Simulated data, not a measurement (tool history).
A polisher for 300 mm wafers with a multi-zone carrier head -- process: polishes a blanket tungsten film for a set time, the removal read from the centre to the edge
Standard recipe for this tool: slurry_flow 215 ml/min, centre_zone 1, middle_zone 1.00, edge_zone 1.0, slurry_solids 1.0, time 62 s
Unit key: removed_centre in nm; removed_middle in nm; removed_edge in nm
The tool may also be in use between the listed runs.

run,hour,slurry_flow,centre_zone,middle_zone,edge_zone,slurry_solids,time,"incoming thickness of the incoming film, nm",removed_centre,removed_middle,removed_edge
1,0.0,215,1,1.00,1.0,1.0,62,1181.8,324.8,350.3,350.0
2,35.1,215,1,1.00,1.0,1.0,62,1190.3,317.5,351.7,349.0
3,68.1,215,1,1.00,1.0,1.0,62,1189.0,318.3,362.7,345.9
4,92.3,215,1,1.00,1.0,1.0,62,1182.7,323.4,366.9,345.1
# hour 119.2: worn pad replaced by a new one
5,127.2,215,1,1.00,1.0,1.0,62,1206.6,314.4,350.7,349.6
6,193.1,215,1,1.00,1.0,1.0,62,1201.6,317.6,353.0,348.1
7,264.5,215,1,1.00,1.0,1.0,62,1192.6,318.0,353.6,350.7
# hour 292.2: carrier head's membrane replaced by a new one
# hour 304.9: worn pad replaced by a new one
8,307.1,215,1,1.00,1.0,1.0,62,1203.7,317.8,358.9,348.4
# hour 351.7: centre zone pressure recalibrated
9,353.1,215,1,1.00,1.0,1.0,62,1172.7,353.7,352.9,349.3
10,458.9,245,1,1.00,1.0,1.2,62,1185.3,360.3,388.0,373.4
# hour 473.0: worn pad replaced by a new one
11,488.4,215,1,1.03,0.9,1.0,56,1191.6,297.3,324.1,298.3
12,554.9,290,1,1.00,1.0,1.0,62,1189.2,343.8,361.7,358.5
13,583.5,215,1,1.00,1.0,1.0,62,1188.3,323.5,361.7,349.5
14,638.6,215,1,0.96,1.0,1.0,62,1165.1,329.0,346.8,348.9
# hour 651.1: worn pad replaced by a new one
# hour 669.1: edge zone pressure recalibrated
15,694.7,215,1,1.00,1.0,1.0,62,1181.9,324.0,349.3,346.1
# hour 696.2: slurry nozzle cleaned
16,758.2,170,1,1.00,1.0,1.0,68,1210.5,330.9,379.9,366.2

What does the tool deliver on the next run?
17,809.4,215,1,0.92,1.0,1.0,62,1200.6,?,?,?

{"run 17": {"removed_centre": 325.8, "removed_middle": 326.5, "removed_edge": 347.7}}
Had the tool carried no hidden state, the very same run would have given removed_centre 367.3 nm, removed_middle 326.3 nm, removed_edge 347.7 nm.

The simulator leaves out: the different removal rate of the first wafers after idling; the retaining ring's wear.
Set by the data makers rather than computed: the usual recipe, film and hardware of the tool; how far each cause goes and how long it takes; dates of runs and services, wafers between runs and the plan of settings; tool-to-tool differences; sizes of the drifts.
